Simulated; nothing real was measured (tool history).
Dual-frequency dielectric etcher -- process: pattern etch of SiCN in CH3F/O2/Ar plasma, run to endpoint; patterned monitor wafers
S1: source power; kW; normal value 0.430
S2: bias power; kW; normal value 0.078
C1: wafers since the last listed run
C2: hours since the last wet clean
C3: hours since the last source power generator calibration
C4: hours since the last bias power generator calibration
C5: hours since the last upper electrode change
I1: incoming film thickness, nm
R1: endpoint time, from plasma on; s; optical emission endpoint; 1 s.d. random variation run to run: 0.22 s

run 1 hour=0.0 | S1=0.430 S2=0.087 | C1=0 C2=501.5 C3=1409.7 C4=5262.2 C5=3952.2 | I1=13.57 | R1=31.9
run 2 hour=13.0 | S1=0.430 S2=0.078 | C1=171 C2=514.5 C3=1422.7 C4=5275.2 C5=3965.2 | I1=13.68 | R1=33.3
run 3 hour=21.9 | S1=0.430 S2=0.078 | C1=117 C2=523.4 C3=1431.6 C4=5284.1 C5=3974.1 | I1=13.47 | R1=33.2
run 4 hour=34.0 | S1=0.430 S2=0.078 | C1=159 C2=535.5 C3=1443.7 C4=5296.2 C5=3986.2 | I1=13.64 | R1=33.5
run 5 hour=46.3 | S1=0.430 S2=0.078 | C1=162 C2=547.8 C3=1456.0 C4=5308.5 C5=3998.5 | I1=13.53 | R1=32.9
run 6 hour=64.1 | S1=0.430 S2=0.078 | C1=235 C2=565.6 C3=1473.8 C4=5326.3 C5=4016.3 | I1=13.66 | R1=33.9
-- hour=94.9 wet clean of the chamber
run 7 hour=95.4 | S1=0.430 S2=0.078 | C1=96 C2=0.5 C3=1505.1 C4=5357.6 C5=4047.6 | I1=13.51 | R1=34.4
run 8 hour=95.7 | S1=0.430 S2=0.088 | C1=3 C2=0.8 C3=1505.4 C4=5357.9 C5=4047.9 | I1=13.54 | R1=32.9
run 9 hour=104.4 | S1=0.430 S2=0.078 | C1=114 C2=9.5 C3=1514.1 C4=5366.6 C5=4056.6 | I1=13.79 | R1=35.5
run 10 hour=117.2 | S1=0.430 S2=0.078 | C1=169 C2=22.3 C3=1526.9 C4=5379.4 C5=4069.4 | I1=13.48 | R1=34.9
run 11 hour=133.0 | S1=0.430 S2=0.078 | C1=208 C2=38.1 C3=1542.7 C4=5395.2 C5=4085.2 | I1=13.57 | R1=34.9
run 12 hour=145.4 | S1=0.430 S2=0.078 | C1=163 C2=50.5 C3=1555.1 C4=5407.6 C5=4097.6 | I1=13.47 | R1=34.2
run 13 hour=156.0 | S1=0.430 S2=0.078 | C1=140 C2=61.1 C3=1565.7 C4=5418.2 C5=4108.2 | I1=13.60 | R1=35.3
run 14 hour=171.8 | S1=0.430 S2=0.078 | C1=208 C2=76.9 C3=1581.5 C4=5434.0 C5=4124.0 | I1=13.55 | R1=34.8
-- hour=202.8 upper electrode replaced
run 15 hour=203.3 | S1=0.430 S2=0.078 | C1=99 C2=108.4 C3=1613.0 C4=5465.5 C5=0.5 | I1=13.58 | R1=34.4
run 16 hour=203.6 | S1=0.360 S2=0.065 | C1=3 C2=108.7 C3=1613.3 C4=5465.8 C5=0.8 | I1=13.56 | R1=41.0
run 17 hour=212.9 | S1=0.520 S2=0.086 | C1=122 C2=118.0 C3=1622.6 C4=5475.1 C5=10.1 | I1=13.53 | R1=30.4
-- hour=225.3 bias power generator calibrated
run 18 hour=228.1 | S1=0.330 S2=0.078 | C1=147 C2=133.2 C3=1637.8 C4=2.8 C5=25.3 | I1=13.73 | R1=38.7
run 19 hour=240.0 | S1=0.510 S2=0.078 | C1=157 C2=145.1 C3=1649.7 C4=14.7 C5=37.2 | I1=13.88 | R1=32.5
run 20 hour=246.3 | S1=0.430 S2=0.078 | C1=83 C2=151.4 C3=1656.0 C4=21.0 C5=43.5 | I1=13.70 | R1=34.9
run 21 hour=261.1 | S1=0.430 S2=0.078 | C1=195 C2=166.2 C3=1670.8 C4=35.8 C5=58.3 | I1=13.59 | R1=34.4
run 22 hour=277.3 | S1=0.430 S2=0.078 | C1=214 C2=182.4 C3=1687.0 C4=52.0 C5=74.5 | I1=13.63 | R1=34.5
run 23 hour=291.7 | S1=0.360 S2=0.061 | C1=190 C2=196.8 C3=1701.4 C4=66.4 C5=88.9 | I1=13.71 | R1=41.9
-- hour=308.7 source power generator calibrated
run 24 hour=309.6 | S1=0.430 S2=0.059 | C1=183 C2=214.7 C3=0.9 C4=84.3 C5=106.8 | I1=13.74 | R1=40.2
run 25 hour=315.8 | S1=0.430 S2=0.078 | C1=81 C2=220.9 C3=7.1 C4=90.5 C5=113.0 | I1=13.60 | R1=34.2
run 26 hour=327.0 | S1=0.510 S2=0.098 | C1=147 C2=232.1 C3=18.3 C4=101.7 C5=124.2 | I1=13.49 | R1=28.5
run 27 hour=333.3 | S1=0.500 S2=0.089 | C1=83 C2=238.4 C3=24.6 C4=108.0 C5=130.5 | I1=13.53 | R1=30.5
run 28 hour=339.9 | S1=0.430 S2=0.078 | C1=87 C2=245.0 C3=31.2 C4=114.6 C5=137.1 | I1=13.76 | R1=34.7
run 29 hour=355.6 | S1=0.430 S2=0.070 | C1=207 C2=260.7 C3=46.9 C4=130.3 C5=152.8 | I1=13.69 | R1=36.6
run 30 hour=366.4 | S1=0.430 S2=0.085 | C1=142 C2=271.5 C3=57.7 C4=141.1 C5=163.6 | I1=13.62 | R1=32.6
run 31 hour=375.8 | S1=0.430 S2=0.078 | C1=124 C2=280.9 C3=67.1 C4=150.5 C5=173.0 | I1=13.59 | R1=34.2
run 32 hour=421.0 | S1=0.390 S2=0.071 | C1=597 C2=326.1 C3=112.3 C4=195.7 C5=218.2 | I1=13.54 | R1=36.9
run 33 hour=435.3 | S1=0.430 S2=0.078 | C1=188 C2=340.4 C3=126.6 C4=210.0 C5=232.5 | I1=13.69 | R1=34.2
run 34 hour=450.7 | S1=0.480 S2=0.060 | C1=203 C2=355.8 C3=142.0 C4=225.4 C5=247.9 | I1=13.62 | R1=37.4
run 35 hour=457.7 | S1=0.340 S2=0.093 | C1=92 C2=362.8 C3=149.0 C4=232.4 C5=254.9 | I1=13.40 | R1=32.8

Consider 5 possible next runs. They are alternatives, not a sequence: every one starts from the tool as it was left by run 35. What does each give?
run A hour=458.1 | S1=0.380 S2=0.078 | C1=5 C2=363.2 C3=149.4 C4=232.8 C5=255.3 | I1=13.71 | R1=?
run B hour=458.1 | S1=0.380 S2=0.095 | C1=5 C2=363.2 C3=149.4 C4=232.8 C5=255.3 | I1=13.71 | R1=?
run C hour=458.1 | S1=0.430 S2=0.091 | C1=5 C2=363.2 C3=149.4 C4=232.8 C5=255.3 | I1=13.71 | R1=?
run D hour=458.1 | S1=0.380 S2=0.087 | C1=5 C2=363.2 C3=149.4 C4=232.8 C5=255.3 | I1=13.71 | R1=?
run E hour=458.1 | S1=0.330 S2=0.088 | C1=5 C2=363.2 C3=149.4 C4=232.8 C5=255.3 | I1=13.71 | R1=?

run=A R1=35.9
run=B R1=32.5
run=C R1=31.8
run=D R1=34.0
run=E R1=35.6
The same runs, with their run-to-run variation unchanged, on a tool lacking any hidden condition would have given:
run=A R1=37.2
run=B R1=33.7
run=C R1=32.9
run=D R1=35.2
run=E R1=36.8
